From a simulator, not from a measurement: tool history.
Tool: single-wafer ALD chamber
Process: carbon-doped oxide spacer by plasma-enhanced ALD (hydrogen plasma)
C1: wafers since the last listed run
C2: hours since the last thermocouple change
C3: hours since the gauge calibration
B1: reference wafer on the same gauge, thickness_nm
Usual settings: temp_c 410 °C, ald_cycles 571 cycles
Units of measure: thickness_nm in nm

Run 1, hour 0.0: usual settings; C1 0; C2 1298.7; C3 299.6; B1 35.420. Result: thickness_nm 29.568 nm.
Run 2, hour 58.9: usual settings but temp_c 415 °C, ald_cycles 620 cycles; C1 26; C2 1357.6; C3 358.5; B1 35.379. Result: thickness_nm 31.950 nm.
Run 3, hour 114.3: usual settings; C1 25; C2 1413.0; C3 413.9; B1 35.456. Result: thickness_nm 29.554 nm.
Run 4, hour 193.0: usual settings but temp_c 400 °C; C1 35; C2 1491.7; C3 492.6; B1 35.390. Result: thickness_nm 30.555 nm.
Run 5, hour 277.1: usual settings but temp_c 400 °C; C1 38; C2 1575.8; C3 576.7; B1 35.325. Result: thickness_nm 30.373 nm.
Run 6, hour 360.8: usual settings; C1 37; C2 1659.5; C3 660.4; B1 35.379. Result: thickness_nm 29.650 nm.
Run 7, hour 437.8: usual settings; C1 34; C2 1736.5; C3 737.4; B1 35.395. Result: thickness_nm 29.555 nm.
Run 8, hour 538.8: usual settings; C1 45; C2 1837.5; C3 838.4; B1 35.426. Result: thickness_nm 29.849 nm.
Run 9, hour 594.4: usual settings; C1 25; C2 1893.1; C3 894.0; B1 35.383. Result: thickness_nm 29.615 nm.
Run 10, hour 666.1: usual settings but temp_c 418 °C, ald_cycles 613 cycles; C1 32; C2 1964.8; C3 965.7; B1 35.387. Result: thickness_nm 31.096 nm.
Run 11, hour 727.5: usual settings; C1 27; C2 2026.2; C3 1027.1; B1 35.440. Result: thickness_nm 29.662 nm.
Run 12, hour 789.2: usual settings; C1 27; C2 2087.9; C3 1088.8; B1 35.400. Result: thickness_nm 29.344 nm.
Run 13, hour 845.0: usual settings; C1 25; C2 2143.7; C3 1144.6; B1 35.368. Result: thickness_nm 29.634 nm.
Run 14, hour 942.6: usual settings; C1 44; C2 2241.3; C3 1242.2; B1 35.426. Result: thickness_nm 29.464 nm.
Run 15, hour 1039.4: usual settings but ald_cycles 635 cycles; C1 43; C2 2338.1; C3 1339.0; B1 35.384. Result: thickness_nm 32.990 nm.
Run 16, hour 1123.4: usual settings but ald_cycles 635 cycles; C1 38; C2 2422.1; C3 1423.0; B1 35.404. Result: thickness_nm 33.183 nm.
Run 17, hour 1198.9: usual settings; C1 34; C2 2497.6; C3 1498.5; B1 35.408. Result: thickness_nm 29.592 nm.
At hour 1233.1: thermocouple changed; heater temperature recalibrated.
Run 18, hour 1235.9: usual settings; C1 13; C2 2.8; C3 1535.5; B1 35.391. Result: thickness_nm 29.651 nm.
Run 19, hour 1283.7: usual settings; C1 21; C2 50.6; C3 1583.3; B1 35.384. Result: thickness_nm 29.631 nm.
Run 20, hour 1373.4: usual settings but ald_cycles 526 cycles; C1 40; C2 140.3; C3 1673.0; B1 35.348. Result: thickness_nm 27.161 nm.
Run 21, hour 1459.7: usual settings; C1 39; C2 226.6; C3 1759.3; B1 35.470. Result: thickness_nm 29.485 nm.
Run 22, hour 1534.5: usual settings; C1 33; C2 301.4; C3 1834.1; B1 35.393. Result: thickness_nm 29.555 nm.
Run 23, hour 1637.7: usual settings but temp_c 406 °C; C1 46; C2 404.6; C3 1937.3; B1 35.411. Result: thickness_nm 29.928 nm.
At hour 1642.3: gauge calibrated.
Run 24, hour 1707.7: usual settings but temp_c 422 °C; C1 31; C2 474.6; C3 65.4; B1 35.344. Result: thickness_nm 28.636 nm.
Run 25, hour 1787.9: usual settings; C1 36; C2 554.8; C3 145.6; B1 35.375. Result: thickness_nm 29.450 nm.
Run 26, hour 1890.4: usual settings but temp_c 419 °C, ald_cycles 622 cycles; C1 46; C2 657.3; C3 248.1; B1 35.377. Result: thickness_nm 31.486 nm.
Run 27, hour 1948.1: usual settings; C1 26; C2 715.0; C3 305.8; B1 35.344. Result: thickness_nm 29.583 nm.
Run 28, hour 1995.1: usual settings but temp_c 415 °C, ald_cycles 529 cycles; C1 21; C2 762.0; C3 352.8; B1 35.400. Result: thickness_nm 26.976 nm.
Run 29, hour 2056.6: usual settings but temp_c 418 °C, ald_cycles 525 cycles; C1 27; C2 823.5; C3 414.3; B1 35.428. Result: thickness_nm 26.523 nm.
Run 30, hour 2164.5: usual settings; C1 48; C2 931.4; C3 522.2; B1 35.371. Result: thickness_nm 29.525 nm.
Run 31, hour 2208.0: usual settings; C1 19; C2 974.9; C3 565.7; B1 35.339. Result: thickness_nm 29.683 nm.
Run 32, hour 2288.1: usual settings but temp_c 422 °C, ald_cycles 479 cycles; C1 36; C2 1055.0; C3 645.8; B1 35.383. Result: thickness_nm 23.997 nm.
Run 33, hour 2342.8: usual settings but temp_c 416 °C, ald_cycles 485 cycles; C1 24; C2 1109.7; C3 700.5; B1 35.377. Result: thickness_nm 24.789 nm.
Run 34, hour 2392.2: usual settings; C1 22; C2 1159.1; C3 749.9; B1 35.354. Result: thickness_nm 29.533 nm.
Run 35, hour 2483.6: usual settings but temp_c 421 °C, ald_cycles 477 cycles; C1 41; C2 1250.5; C3 841.3; B1 35.395. Result: thickness_nm 23.973 nm.
Run 36, hour 2561.5: usual settings; C1 35; C2 1328.4; C3 919.2; B1 35.364. Result: thickness_nm 29.585 nm.
Run 37, hour 2612.9: usual settings but temp_c 420 °C; C1 23; C2 1379.8; C3 970.6; B1 35.434. Result: thickness_nm 28.906 nm.
Run 38, hour 2664.8: usual settings but temp_c 401 °C, ald_cycles 507 cycles; C1 23; C2 1431.7; C3 1022.5; B1 35.416. Result: thickness_nm 26.916 nm.
Run 39, hour 2725.1: usual settings but ald_cycles 509 cycles; C1 27; C2 1492.0; C3 1082.8; B1 35.381. Result: thickness_nm 26.516 nm.
Run 40, hour 2799.9: usual settings; C1 33; C2 1566.8; C3 1157.6; B1 35.365. Result: thickness_nm 29.841 nm.
Run 41, hour 2845.7: usual settings but temp_c 396 °C, ald_cycles 673 cycles; C1 20; C2 1612.6; C3 1203.4; B1 35.399. Result: thickness_nm 35.899 nm.
Run 42, hour 2885.2: usual settings but temp_c 399 °C, ald_cycles 614 cycles; C1 17; C2 1652.1; C3 1242.9; B1 35.415. Result: thickness_nm 32.491 nm.
Run 43, hour 2932.2: usual settings but temp_c 401 °C, ald_cycles 662 cycles; C1 21; C2 1699.1; C3 1289.9; B1 35.369. Result: thickness_nm 35.261 nm.
Run 44, hour 2969.0: usual settings but temp_c 397 °C, ald_cycles 484 cycles; C1 16; C2 1735.9; C3 1326.7; B1 35.429. Result: thickness_nm 25.880 nm.

Take each entry between the runs: how does the hidden state at the last listed run before it differ from the hidden state at the first listed run after it?
From run 17 to run 18: thermocouple changed; heater temperature recalibrated (hour 1233.1)
  nothing in the hidden state changes from one run to the other
From run 23 to run 24: gauge calibrated (hour 1642.3)
  nothing in the hidden state changes from one run to the other
